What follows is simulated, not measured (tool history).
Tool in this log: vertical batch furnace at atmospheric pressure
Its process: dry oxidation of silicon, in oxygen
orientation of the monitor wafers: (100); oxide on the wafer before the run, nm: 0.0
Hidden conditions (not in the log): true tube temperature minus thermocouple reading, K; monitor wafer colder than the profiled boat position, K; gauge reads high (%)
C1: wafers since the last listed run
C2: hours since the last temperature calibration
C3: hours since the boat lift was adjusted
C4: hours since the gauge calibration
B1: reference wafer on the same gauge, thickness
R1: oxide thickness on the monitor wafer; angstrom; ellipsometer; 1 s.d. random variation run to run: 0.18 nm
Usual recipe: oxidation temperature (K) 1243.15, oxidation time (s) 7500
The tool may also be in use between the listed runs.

{"run": 1, "day": 0.0, "oxidation temperature (K)": 1249.15, "oxidation time (s)": 7500, "C1": 0, "C2": 2261.4, "C3": 1741.7, "C4": 35.9, "B1": 77.89, "R1": 674.4}
{"run": 2, "day": 0.346, "oxidation temperature (K)": 1249.15, "oxidation time (s)": 7500, "C1": 93, "C2": 2269.7, "C3": 1750.0, "C4": 44.2, "B1": 77.82, "R1": 677.0}
{"run": 3, "day": 1.292, "oxidation temperature (K)": 1243.15, "oxidation time (s)": 8280, "C1": 256, "C2": 2292.4, "C3": 1772.7, "C4": 66.9, "B1": 77.82, "R1": 691.8}
{"run": 4, "day": 1.825, "oxidation temperature (K)": 1243.15, "oxidation time (s)": 8280, "C1": 144, "C2": 2305.2, "C3": 1785.5, "C4": 79.7, "B1": 77.9, "R1": 690.6}
{"run": 5, "day": 2.425, "oxidation temperature (K)": 1243.15, "oxidation time (s)": 8280, "C1": 162, "C2": 2319.6, "C3": 1799.9, "C4": 94.1, "B1": 77.73, "R1": 687.1}
{"run": 6, "day": 3.038, "oxidation temperature (K)": 1243.15, "oxidation time (s)": 7500, "C1": 166, "C2": 2334.3, "C3": 1814.6, "C4": 108.8, "B1": 77.75, "R1": 643.2}
{"run": 7, "day": 3.396, "oxidation temperature (K)": 1243.15, "oxidation time (s)": 7500, "C1": 97, "C2": 2342.9, "C3": 1823.2, "C4": 117.4, "B1": 77.78, "R1": 647.8}
{"day": 5.5, "done": "thermocouples replaced and temperature profile calibrated"}
{"run": 8, "day": 6.112, "oxidation temperature (K)": 1243.15, "oxidation time (s)": 7500, "C1": 465, "C2": 14.7, "C3": 1888.4, "C4": 182.6, "B1": 77.8, "R1": 642.5}
{"run": 9, "day": 6.8, "oxidation temperature (K)": 1243.15, "oxidation time (s)": 6570, "C1": 186, "C2": 31.2, "C3": 1904.9, "C4": 199.1, "B1": 77.75, "R1": 584.0}
{"run": 10, "day": 7.362, "oxidation temperature (K)": 1243.15, "oxidation time (s)": 10410, "C1": 152, "C2": 44.7, "C3": 1918.4, "C4": 212.6, "B1": 77.85, "R1": 815.8}
{"run": 11, "day": 7.896, "oxidation temperature (K)": 1243.15, "oxidation time (s)": 10410, "C1": 144, "C2": 57.5, "C3": 1931.2, "C4": 225.4, "B1": 77.71, "R1": 813.6}
{"run": 12, "day": 8.658, "oxidation temperature (K)": 1243.15, "oxidation time (s)": 10410, "C1": 206, "C2": 75.8, "C3": 1949.5, "C4": 243.7, "B1": 77.76, "R1": 809.6}
{"run": 13, "day": 9.171, "oxidation temperature (K)": 1243.15, "oxidation time (s)": 7500, "C1": 138, "C2": 88.1, "C3": 1961.8, "C4": 256.0, "B1": 77.83, "R1": 639.6}
{"run": 14, "day": 9.533, "oxidation temperature (K)": 1243.15, "oxidation time (s)": 7500, "C1": 98, "C2": 96.8, "C3": 1970.5, "C4": 264.7, "B1": 77.84, "R1": 640.9}
{"run": 15, "day": 10.15, "oxidation temperature (K)": 1243.15, "oxidation time (s)": 7500, "C1": 167, "C2": 111.6, "C3": 1985.3, "C4": 279.5, "B1": 77.75, "R1": 639.2}
{"run": 16, "day": 11.092, "oxidation temperature (K)": 1267.15, "oxidation time (s)": 9000, "C1": 255, "C2": 134.2, "C3": 2007.9, "C4": 302.1, "B1": 77.77, "R1": 884.3}
{"run": 17, "day": 11.529, "oxidation temperature (K)": 1254.15, "oxidation time (s)": 4680, "C1": 118, "C2": 144.7, "C3": 2018.4, "C4": 312.6, "B1": 77.76, "R1": 503.4}
{"run": 18, "day": 11.988, "oxidation temperature (K)": 1253.15, "oxidation time (s)": 7500, "C1": 124, "C2": 155.7, "C3": 2029.4, "C4": 323.6, "B1": 77.77, "R1": 691.1}
{"run": 19, "day": 12.558, "oxidation temperature (K)": 1260.15, "oxidation time (s)": 10740, "C1": 154, "C2": 169.4, "C3": 2043.1, "C4": 337.3, "B1": 77.73, "R1": 939.5}
{"run": 20, "day": 13.288, "oxidation temperature (K)": 1230.15, "oxidation time (s)": 10980, "C1": 197, "C2": 186.9, "C3": 2060.6, "C4": 354.8, "B1": 77.73, "R1": 752.2}
{"run": 21, "day": 13.683, "oxidation temperature (K)": 1266.15, "oxidation time (s)": 9780, "C1": 107, "C2": 196.4, "C3": 2070.1, "C4": 364.3, "B1": 77.82, "R1": 926.2}
{"run": 22, "day": 14.608, "oxidation temperature (K)": 1235.15, "oxidation time (s)": 5670, "C1": 250, "C2": 218.6, "C3": 2092.3, "C4": 386.5, "B1": 77.82, "R1": 490.9}
{"run": 23, "day": 15.342, "oxidation temperature (K)": 1221.15, "oxidation time (s)": 4020, "C1": 198, "C2": 236.2, "C3": 2109.9, "C4": 404.1, "B1": 77.92, "R1": 335.8}
{"run": 24, "day": 15.75, "oxidation temperature (K)": 1243.15, "oxidation time (s)": 10410, "C1": 110, "C2": 246.0, "C3": 2119.7, "C4": 413.9, "B1": 77.83, "R1": 808.6}
{"run": 25, "day": 16.696, "oxidation temperature (K)": 1243.15, "oxidation time (s)": 7500, "C1": 256, "C2": 268.7, "C3": 2142.4, "C4": 436.6, "B1": 77.86, "R1": 638.2}
{"day": 17.496, "done": "gauge calibrated"}
{"day": 18.962, "done": "boat lift adjusted"}
{"run": 26, "day": 19.146, "oxidation temperature (K)": 1230.15, "oxidation time (s)": 9540, "C1": 393, "C2": 327.5, "C3": 4.4, "C4": 39.6, "B1": 77.72, "R1": 701.4}
{"run": 27, "day": 19.479, "oxidation temperature (K)": 1254.15, "oxidation time (s)": 4680, "C1": 90, "C2": 335.5, "C3": 12.4, "C4": 47.6, "B1": 77.7, "R1": 516.6}
{"run": 28, "day": 19.962, "oxidation temperature (K)": 1260.15, "oxidation time (s)": 5490, "C1": 131, "C2": 347.1, "C3": 24.0, "C4": 59.2, "B1": 77.83, "R1": 607.7}
{"run": 29, "day": 20.317, "oxidation temperature (K)": 1253.15, "oxidation time (s)": 9330, "C1": 96, "C2": 355.6, "C3": 32.5, "C4": 67.7, "B1": 77.87, "R1": 831.7}
{"run": 30, "day": 21.267, "oxidation temperature (K)": 1255.15, "oxidation time (s)": 7500, "C1": 257, "C2": 378.4, "C3": 55.3, "C4": 90.5, "B1": 77.81, "R1": 725.0}
{"run": 31, "day": 22.167, "oxidation temperature (K)": 1226.15, "oxidation time (s)": 10830, "C1": 244, "C2": 400.0, "C3": 76.9, "C4": 112.1, "B1": 77.86, "R1": 742.0}
{"run": 32, "day": 22.604, "oxidation temperature (K)": 1224.15, "oxidation time (s)": 5070, "C1": 118, "C2": 410.5, "C3": 87.4, "C4": 122.6, "B1": 77.84, "R1": 423.5}
{"run": 33, "day": 23.15, "oxidation temperature (K)": 1261.15, "oxidation time (s)": 7500, "C1": 148, "C2": 423.6, "C3": 100.5, "C4": 135.7, "B1": 77.75, "R1": 764.4}
{"run": 34, "day": 24.067, "oxidation temperature (K)": 1260.15, "oxidation time (s)": 10230, "C1": 248, "C2": 445.6, "C3": 122.5, "C4": 157.7, "B1": 77.82, "R1": 940.4}
{"run": 35, "day": 26.083, "oxidation temperature (K)": 1249.15, "oxidation time (s)": 6210, "C1": 546, "C2": 494.0, "C3": 170.9, "C4": 206.1, "B1": 77.91, "R1": 604.0}
{"run": 36, "day": 26.917, "oxidation temperature (K)": 1235.15, "oxidation time (s)": 5670, "C1": 225, "C2": 514.0, "C3": 190.9, "C4": 226.1, "B1": 77.89, "R1": 508.8}
{"run": 37, "day": 27.375, "oxidation temperature (K)": 1243.15, "oxidation time (s)": 7500, "C1": 124, "C2": 525.0, "C3": 201.9, "C4": 237.1, "B1": 77.84, "R1": 660.8}
{"run": 38, "day": 28.225, "oxidation temperature (K)": 1243.15, "oxidation time (s)": 7500, "C1": 230, "C2": 545.4, "C3": 222.3, "C4": 257.5, "B1": 77.75, "R1": 658.4}
{"run": 39, "day": 29.038, "oxidation temperature (K)": 1228.15, "oxidation time (s)": 9600, "C1": 220, "C2": 564.9, "C3": 241.8, "C4": 277.0, "B1": 77.83, "R1": 691.3}

Below, each run's measurement less what the same run would have read without the hidden state. Both values contain the same run-to-run variation, but the gauge's scatter may not be the same in both:
run=1 R1=-15.0
run=2 R1=-15.3
run=3 R1=-15.9
run=4 R1=-16.1
run=5 R1=-16.2
run=6 R1=-15.5
run=7 R1=-15.7
run=8 R1=-16.7
run=9 R1=-15.4
run=10 R1=-21.6
run=11 R1=-21.8
run=12 R1=-22.1
run=13 R1=-17.9
run=14 R1=-18.1
run=15 R1=-18.3
run=16 R1=-32.1
run=17 R1=-16.0
run=18 R1=-21.5
run=19 R1=-31.9
run=20 R1=-28.6
run=21 R1=-35.0
run=22 R1=-18.0
run=23 R1=-15.5
run=24 R1=-26.0
run=25 R1=-21.3
run=26 R1=-0.8
run=27 R1=-0.6
run=28 R1=-0.7
run=29 R1=-0.9
run=30 R1=-0.8
run=31 R1=-1.0
run=32 R1=-0.6
run=33 R1=-1.0
run=34 R1=-1.1
run=35 R1=-0.7
run=36 R1=-0.7
run=37 R1=-0.8
run=38 R1=-0.8
run=39 R1=-1.2

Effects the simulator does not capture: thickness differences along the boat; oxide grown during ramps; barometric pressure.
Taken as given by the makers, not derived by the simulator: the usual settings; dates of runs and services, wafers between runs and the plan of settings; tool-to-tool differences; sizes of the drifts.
